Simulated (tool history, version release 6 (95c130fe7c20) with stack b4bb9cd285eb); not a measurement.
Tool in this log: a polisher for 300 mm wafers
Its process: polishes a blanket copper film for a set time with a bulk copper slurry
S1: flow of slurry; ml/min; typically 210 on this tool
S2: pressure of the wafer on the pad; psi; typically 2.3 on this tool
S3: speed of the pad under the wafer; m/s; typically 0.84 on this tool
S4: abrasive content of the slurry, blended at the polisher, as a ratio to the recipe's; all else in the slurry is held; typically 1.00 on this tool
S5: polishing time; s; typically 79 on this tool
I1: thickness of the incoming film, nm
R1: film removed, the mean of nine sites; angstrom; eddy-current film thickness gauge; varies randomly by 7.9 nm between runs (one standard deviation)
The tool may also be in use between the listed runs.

{"run": 1, "day": 0.0, "S1": 210, "S2": 2.3, "S3": 0.84, "S4": 1.0, "S5": 79, "I1": 2147.9, "R1": 5063}
{"run": 2, "day": 1.258, "S1": 210, "S2": 2.3, "S3": 0.84, "S4": 1.0, "S5": 79, "I1": 2151.6, "R1": 5100}
{"run": 3, "day": 2.029, "S1": 210, "S2": 2.3, "S3": 0.84, "S4": 1.0, "S5": 79, "I1": 2135.0, "R1": 4968}
{"run": 4, "day": 3.217, "S1": 210, "S2": 2.3, "S3": 0.84, "S4": 1.0, "S5": 79, "I1": 2131.5, "R1": 5057}
{"run": 5, "day": 4.271, "S1": 210, "S2": 2.3, "S3": 0.84, "S4": 1.0, "S5": 88, "I1": 2149.0, "R1": 5558}
{"run": 6, "day": 4.821, "S1": 210, "S2": 2.3, "S3": 0.84, "S4": 1.0, "S5": 79, "I1": 2173.2, "R1": 4880}
{"run": 7, "day": 5.946, "S1": 210, "S2": 2.3, "S3": 0.84, "S4": 1.0, "S5": 79, "I1": 2143.0, "R1": 4927}
{"run": 8, "day": 6.617, "S1": 210, "S2": 2.3, "S3": 0.84, "S4": 1.0, "S5": 79, "I1": 2161.6, "R1": 4996}
{"run": 9, "day": 7.817, "S1": 210, "S2": 2.3, "S3": 0.84, "S4": 1.0, "S5": 79, "I1": 2145.9, "R1": 4937}
{"run": 10, "day": 9.183, "S1": 180, "S2": 2.3, "S3": 1.04, "S4": 1.0, "S5": 79, "I1": 2180.9, "R1": 5921}
{"run": 11, "day": 9.858, "S1": 210, "S2": 2.3, "S3": 0.84, "S4": 1.0, "S5": 79, "I1": 2139.5, "R1": 4844}
{"run": 12, "day": 11.275, "S1": 210, "S2": 2.3, "S3": 0.84, "S4": 1.0, "S5": 79, "I1": 2164.9, "R1": 5622}
{"run": 13, "day": 12.421, "S1": 210, "S2": 2.3, "S3": 0.84, "S4": 1.0, "S5": 79, "I1": 2136.9, "R1": 5483}
{"run": 14, "day": 16.5, "S1": 210, "S2": 2.3, "S3": 0.84, "S4": 1.0, "S5": 91, "I1": 2206.7, "R1": 6079}
{"run": 15, "day": 17.662, "S1": 210, "S2": 2.3, "S3": 1.0, "S4": 1.0, "S5": 79, "I1": 2139.8, "R1": 6482}
{"run": 16, "day": 18.975, "S1": 235, "S2": 1.7, "S3": 0.98, "S4": 1.2, "S5": 79, "I1": 2194.6, "R1": 4967}
{"run": 17, "day": 19.917, "S1": 265, "S2": 2.6, "S3": 0.84, "S4": 0.7, "S5": 58, "I1": 2168.0, "R1": 4194}
{"run": 18, "day": 20.883, "S1": 210, "S2": 1.6, "S3": 0.64, "S4": 1.0, "S5": 54, "I1": 2148.3, "R1": 1985}
{"run": 19, "day": 21.921, "S1": 210, "S2": 2.3, "S3": 0.84, "S4": 1.0, "S5": 79, "I1": 2130.3, "R1": 5280}
{"run": 20, "day": 22.558, "S1": 265, "S2": 2.3, "S3": 0.84, "S4": 0.8, "S5": 79, "I1": 2152.4, "R1": 5240}
{"run": 21, "day": 23.954, "S1": 140, "S2": 1.8, "S3": 1.06, "S4": 1.0, "S5": 57, "I1": 2161.4, "R1": 3622}
{"run": 22, "day": 25.154, "S1": 210, "S2": 2.3, "S3": 0.84, "S4": 1.0, "S5": 92, "I1": 2169.1, "R1": 6149}
{"run": 23, "day": 26.488, "S1": 265, "S2": 2.3, "S3": 0.62, "S4": 0.8, "S5": 93, "I1": 2158.0, "R1": 4556}
{"run": 24, "day": 27.158, "S1": 210, "S2": 2.3, "S3": 0.84, "S4": 1.15, "S5": 54, "I1": 2163.7, "R1": 3749}
{"run": 25, "day": 28.4, "S1": 240, "S2": 1.7, "S3": 0.84, "S4": 0.85, "S5": 63, "I1": 2147.7, "R1": 3049}
{"run": 26, "day": 29.846, "S1": 265, "S2": 1.5, "S3": 0.7, "S4": 1.0, "S5": 51, "I1": 2175.0, "R1": 1955}
{"run": 27, "day": 30.446, "S1": 265, "S2": 2.3, "S3": 0.84, "S4": 0.8, "S5": 79, "I1": 2142.8, "R1": 5026}
{"run": 28, "day": 31.45, "S1": 210, "S2": 2.3, "S3": 0.84, "S4": 1.0, "S5": 79, "I1": 2159.1, "R1": 5132}
{"run": 29, "day": 32.058, "S1": 210, "S2": 2.3, "S3": 0.84, "S4": 1.0, "S5": 79, "I1": 2143.1, "R1": 5233}

Taken out of this log: 8 entries between the listed runs. Where each belongs, and how the hidden state differs across it:
Logged between run 7 and run 8: worn pad replaced by a new one (day 6.596)
  deviation of the head's pressure from its setpoint, %: -12.2 -> -12.4
  what was measured, less what the result would be without the hidden state, R1: -648 -> -669 angstrom
Logged between run 11 and run 12: slurry blender recalibrated (day 10.708); head pressure recalibrated (day 10.892)
  deviation of the head's pressure from its setpoint, %: -13.4 -> -1.03
  what was measured, less what the result would be without the hidden state, R1: -708 -> -56 angstrom
Logged between run 12 and run 13: worn pad replaced by a new one (day 12.196)
  deviation of the head's pressure from its setpoint, %: -1.03 -> -1.38
  what was measured, less what the result would be without the hidden state, R1: -56 -> -73 angstrom
Logged between run 15 and run 16: worn pad replaced by a new one (day 18.954)
  deviation of the head's pressure from its setpoint, %: -2.98 -> -3.38
  what was measured, less what the result would be without the hidden state, R1: -190 -> -165 angstrom
Logged between run 20 and run 21: slurry blender recalibrated (day 22.842)
  deviation of the head's pressure from its setpoint, %: -4.47 -> -4.9
  what was measured, less what the result would be without the hidden state, R1: -234 -> -178 angstrom
Logged between run 21 and run 22: slurry nozzle cleaned (day 24.446)
  deviation of the head's pressure from its setpoint, %: -4.9 -> -5.26
  what was measured, less what the result would be without the hidden state, R1: -178 -> -324 angstrom
Logged between run 22 and run 23: worn pad replaced by a new one (day 26.100)
  deviation of the head's pressure from its setpoint, %: -5.26 -> -5.67
  what was measured, less what the result would be without the hidden state, R1: -324 -> -260 angstrom

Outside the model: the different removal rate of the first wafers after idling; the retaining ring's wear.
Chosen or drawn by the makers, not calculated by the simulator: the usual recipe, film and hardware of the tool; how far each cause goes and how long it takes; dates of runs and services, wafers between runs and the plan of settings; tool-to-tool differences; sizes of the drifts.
